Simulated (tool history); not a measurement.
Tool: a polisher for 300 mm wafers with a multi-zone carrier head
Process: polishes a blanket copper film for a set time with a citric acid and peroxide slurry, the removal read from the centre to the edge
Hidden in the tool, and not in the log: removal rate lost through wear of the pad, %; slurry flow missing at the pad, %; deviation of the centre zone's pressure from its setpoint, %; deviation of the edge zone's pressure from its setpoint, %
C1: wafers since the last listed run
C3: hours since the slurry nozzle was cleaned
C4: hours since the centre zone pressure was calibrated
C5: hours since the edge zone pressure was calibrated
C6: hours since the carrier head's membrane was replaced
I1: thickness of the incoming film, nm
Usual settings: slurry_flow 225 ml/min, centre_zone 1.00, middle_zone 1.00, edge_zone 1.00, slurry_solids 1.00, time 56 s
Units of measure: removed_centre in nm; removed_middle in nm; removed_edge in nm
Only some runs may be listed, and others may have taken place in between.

{"run": 1, "hour": 0.0, "slurry_flow": 225, "centre_zone": 1.0, "middle_zone": 1.0, "edge_zone": 1.0, "slurry_solids": 1.0, "time": 56, "C1": 0, "wafers polished on this pad": 3, "C3": 544.7, "C4": 945.6, "C5": 756.2, "C6": 523.0, "I1": 771.8, "removed_centre": 182.8, "removed_middle": 182.9, "removed_edge": 180.0}
{"run": 2, "hour": 28.4, "slurry_flow": 225, "centre_zone": 1.0, "middle_zone": 1.0, "edge_zone": 1.0, "slurry_solids": 1.0, "time": 56, "C1": 208, "wafers polished on this pad": 212, "C3": 573.1, "C4": 974.0, "C5": 784.6, "C6": 551.4, "I1": 783.7, "removed_centre": 182.7, "removed_middle": 181.9, "removed_edge": 181.5}
{"run": 3, "hour": 41.2, "slurry_flow": 225, "centre_zone": 1.0, "middle_zone": 1.0, "edge_zone": 1.0, "slurry_solids": 1.0, "time": 56, "C1": 93, "wafers polished on this pad": 306, "C3": 585.9, "C4": 986.8, "C5": 797.4, "C6": 564.2, "I1": 768.2, "removed_centre": 181.8, "removed_middle": 182.6, "removed_edge": 182.6}
{"run": 4, "hour": 72.4, "slurry_flow": 225, "centre_zone": 1.0, "middle_zone": 1.0, "edge_zone": 1.0, "slurry_solids": 1.0, "time": 56, "C1": 229, "wafers polished on this pad": 535, "C3": 617.1, "C4": 1018.0, "C5": 828.6, "C6": 595.4, "I1": 786.3, "removed_centre": 182.1, "removed_middle": 179.2, "removed_edge": 181.7}
{"run": 5, "hour": 106.2, "slurry_flow": 225, "centre_zone": 1.0, "middle_zone": 1.0, "edge_zone": 1.0, "slurry_solids": 1.0, "time": 56, "C1": 248, "wafers polished on this pad": 783, "C3": 650.9, "C4": 1051.8, "C5": 862.4, "C6": 629.2, "I1": 793.1, "removed_centre": 180.6, "removed_middle": 181.8, "removed_edge": 181.7}
{"run": 6, "hour": 141.7, "slurry_flow": 225, "centre_zone": 1.0, "middle_zone": 1.0, "edge_zone": 1.0, "slurry_solids": 1.0, "time": 56, "C1": 260, "wafers polished on this pad": 1044, "C3": 686.4, "C4": 1087.3, "C5": 897.9, "C6": 664.7, "I1": 788.0, "removed_centre": 180.4, "removed_middle": 179.1, "removed_edge": 181.9}
{"hour": 146.5, "done": "worn pad replaced by a new one"}
{"run": 7, "hour": 167.3, "slurry_flow": 225, "centre_zone": 1.0, "middle_zone": 1.0, "edge_zone": 1.0, "slurry_solids": 1.0, "time": 56, "C1": 158, "wafers polished on this pad": 152, "C3": 712.0, "C4": 1112.9, "C5": 923.5, "C6": 690.3, "I1": 768.3, "removed_centre": 181.4, "removed_middle": 176.5, "removed_edge": 181.6}
{"run": 8, "hour": 195.6, "slurry_flow": 225, "centre_zone": 1.0, "middle_zone": 1.0, "edge_zone": 1.0, "slurry_solids": 1.0, "time": 56, "C1": 207, "wafers polished on this pad": 360, "C3": 740.3, "C4": 1141.2, "C5": 951.8, "C6": 718.6, "I1": 794.0, "removed_centre": 180.9, "removed_middle": 177.5, "removed_edge": 181.6}
{"run": 9, "hour": 231.0, "slurry_flow": 225, "centre_zone": 0.97, "middle_zone": 1.0, "edge_zone": 1.1, "slurry_solids": 1.0, "time": 56, "C1": 259, "wafers polished on this pad": 620, "C3": 775.7, "C4": 1176.6, "C5": 987.2, "C6": 754.0, "I1": 765.9, "removed_centre": 173.7, "removed_middle": 177.6, "removed_edge": 192.1}
{"hour": 236.4, "done": "edge zone pressure recalibrated"}
{"run": 10, "hour": 264.5, "slurry_flow": 225, "centre_zone": 1.05, "middle_zone": 1.0, "edge_zone": 0.95, "slurry_solids": 1.25, "time": 46, "C1": 231, "wafers polished on this pad": 851, "C3": 809.2, "C4": 1210.1, "C5": 28.1, "C6": 787.5, "I1": 783.5, "removed_centre": 167.5, "removed_middle": 160.9, "removed_edge": 154.9}
{"hour": 277.9, "done": "worn pad replaced by a new one"}
{"hour": 299.7, "done": "carrier head's membrane replaced by a new one"}
{"run": 11, "hour": 338.5, "slurry_flow": 160, "centre_zone": 0.96, "middle_zone": 1.0, "edge_zone": 1.0, "slurry_solids": 1.0, "time": 56, "C1": 477, "wafers polished on this pad": 408, "C3": 883.2, "C4": 1284.1, "C5": 102.1, "C6": 38.8, "I1": 771.2, "removed_centre": 169.4, "removed_middle": 170.3, "removed_edge": 175.3}
{"hour": 357.4, "done": "centre zone pressure recalibrated"}
{"run": 12, "hour": 365.0, "slurry_flow": 225, "centre_zone": 1.0, "middle_zone": 1.0, "edge_zone": 1.0, "slurry_solids": 1.0, "time": 56, "C1": 179, "wafers polished on this pad": 588, "C3": 909.7, "C4": 7.6, "C5": 128.6, "C6": 65.3, "I1": 779.5, "removed_centre": 178.7, "removed_middle": 180.0, "removed_edge": 180.5}
{"run": 13, "hour": 394.2, "slurry_flow": 225, "centre_zone": 1.0, "middle_zone": 1.0, "edge_zone": 1.0, "slurry_solids": 1.0, "time": 56, "C1": 214, "wafers polished on this pad": 802, "C3": 938.9, "C4": 36.8, "C5": 157.8, "C6": 94.5, "I1": 790.1, "removed_centre": 183.5, "removed_middle": 179.6, "removed_edge": 182.0}
{"hour": 397.4, "done": "slurry nozzle cleaned"}
{"hour": 415.4, "done": "worn pad replaced by a new one"}
{"run": 14, "hour": 423.7, "slurry_flow": 225, "centre_zone": 1.0, "middle_zone": 1.0, "edge_zone": 1.0, "slurry_solids": 1.0, "time": 56, "C1": 179, "wafers polished on this pad": 61, "C3": 26.3, "C4": 66.3, "C5": 187.3, "C6": 124.0, "I1": 782.8, "removed_centre": 175.1, "removed_middle": 174.8, "removed_edge": 175.2}
{"run": 15, "hour": 451.4, "slurry_flow": 265, "centre_zone": 1.1, "middle_zone": 1.0, "edge_zone": 1.0, "slurry_solids": 1.0, "time": 56, "C1": 203, "wafers polished on this pad": 264, "C3": 54.0, "C4": 94.0, "C5": 215.0, "C6": 151.7, "I1": 776.8, "removed_centre": 192.1, "removed_middle": 177.6, "removed_edge": 178.2}
{"run": 16, "hour": 468.5, "slurry_flow": 225, "centre_zone": 0.96, "middle_zone": 1.05, "edge_zone": 1.0, "slurry_solids": 1.0, "time": 56, "C1": 125, "wafers polished on this pad": 389, "C3": 71.1, "C4": 111.1, "C5": 232.1, "C6": 168.8, "I1": 783.5, "removed_centre": 169.3, "removed_middle": 178.0, "removed_edge": 175.9}
{"hour": 490.5, "done": "slurry nozzle cleaned, repeated, since the last time left the tool worse"}
{"run": 17, "hour": 495.1, "slurry_flow": 225, "centre_zone": 1.0, "middle_zone": 1.0, "edge_zone": 1.0, "slurry_solids": 1.0, "time": 47, "C1": 187, "wafers polished on this pad": 577, "C3": 4.6, "C4": 137.7, "C5": 258.7, "C6": 195.4, "I1": 775.9, "removed_centre": 158.6, "removed_middle": 155.5, "removed_edge": 153.9}
{"hour": 549.1, "done": "worn pad replaced by a new one"}
{"run": 18, "hour": 585.7, "slurry_flow": 275, "centre_zone": 1.0, "middle_zone": 0.88, "edge_zone": 1.0, "slurry_solids": 0.7, "time": 65, "C1": 635, "wafers polished on this pad": 268, "C3": 95.2, "C4": 228.3, "C5": 349.3, "C6": 286.0, "I1": 775.5, "removed_centre": 192.7, "removed_middle": 169.4, "removed_edge": 187.5}
{"run": 19, "hour": 617.9, "slurry_flow": 255, "centre_zone": 0.91, "middle_zone": 1.0, "edge_zone": 1.0, "slurry_solids": 1.0, "time": 56, "C1": 236, "wafers polished on this pad": 505, "C3": 127.4, "C4": 260.5, "C5": 381.5, "C6": 318.2, "I1": 775.0, "removed_centre": 174.0, "removed_middle": 185.7, "removed_edge": 185.9}
{"run": 20, "hour": 646.1, "slurry_flow": 200, "centre_zone": 0.91, "middle_zone": 1.0, "edge_zone": 1.03, "slurry_solids": 1.0, "time": 75, "C1": 207, "wafers polished on this pad": 712, "C3": 155.6, "C4": 288.7, "C5": 409.7, "C6": 346.4, "I1": 777.3, "removed_centre": 225.3, "removed_middle": 242.5, "removed_edge": 247.5}
{"run": 21, "hour": 662.5, "slurry_flow": 225, "centre_zone": 1.0, "middle_zone": 1.0, "edge_zone": 1.0, "slurry_solids": 1.0, "time": 56, "C1": 120, "wafers polished on this pad": 832, "C3": 172.0, "C4": 305.1, "C5": 426.1, "C6": 362.8, "I1": 773.0, "removed_centre": 184.5, "removed_middle": 184.5, "removed_edge": 183.0}

4 options for the next run, each taken on its own from the tool as it stands now. Forecast them:
{"run": "A", "hour": 662.9, "slurry_flow": 225, "centre_zone": 1.0, "middle_zone": 1.0, "edge_zone": 1.0, "slurry_solids": 1.0, "time": 56, "C1": 2, "wafers polished on this pad": 835, "C3": 172.4, "C4": 305.5, "C5": 426.5, "C6": 363.2, "I1": 765.7, "removed_centre": "?", "removed_middle": "?", "removed_edge": "?"}
{"run": "B", "hour": 662.9, "slurry_flow": 255, "centre_zone": 1.0, "middle_zone": 1.0, "edge_zone": 0.93, "slurry_solids": 1.0, "time": 56, "C1": 2, "wafers polished on this pad": 835, "C3": 172.4, "C4": 305.5, "C5": 426.5, "C6": 363.2, "I1": 765.7, "removed_centre": "?", "removed_middle": "?", "removed_edge": "?"}
{"run": "C", "hour": 662.9, "slurry_flow": 225, "centre_zone": 1.09, "middle_zone": 1.0, "edge_zone": 1.0, "slurry_solids": 1.0, "time": 56, "C1": 2, "wafers polished on this pad": 835, "C3": 172.4, "C4": 305.5, "C5": 426.5, "C6": 363.2, "I1": 765.7, "removed_centre": "?", "removed_middle": "?", "removed_edge": "?"}
{"run": "D", "hour": 662.9, "slurry_flow": 225, "centre_zone": 0.88, "middle_zone": 1.0, "edge_zone": 1.0, "slurry_solids": 0.8, "time": 56, "C1": 2, "wafers polished on this pad": 835, "C3": 172.4, "C4": 305.5, "C5": 426.5, "C6": 363.2, "I1": 765.7, "removed_centre": "?", "removed_middle": "?", "removed_edge": "?"}

run=A removed_centre=187.8 removed_middle=177.1 removed_edge=180.5
run=B removed_centre=190.4 removed_middle=179.3 removed_edge=176.0
run=C removed_centre=202.6 removed_middle=177.0 removed_edge=180.5
run=D removed_centre=154.2 removed_middle=162.5 removed_edge=165.5
What these runs would have given with no unlogged condition in the tool:
run=A removed_centre=190.8 removed_middle=179.6 removed_edge=182.5
run=B removed_centre=193.1 removed_middle=181.6 removed_edge=177.7
run=C removed_centre=205.8 removed_middle=179.5 removed_edge=182.5
run=D removed_centre=156.6 removed_middle=164.8 removed_edge=167.3
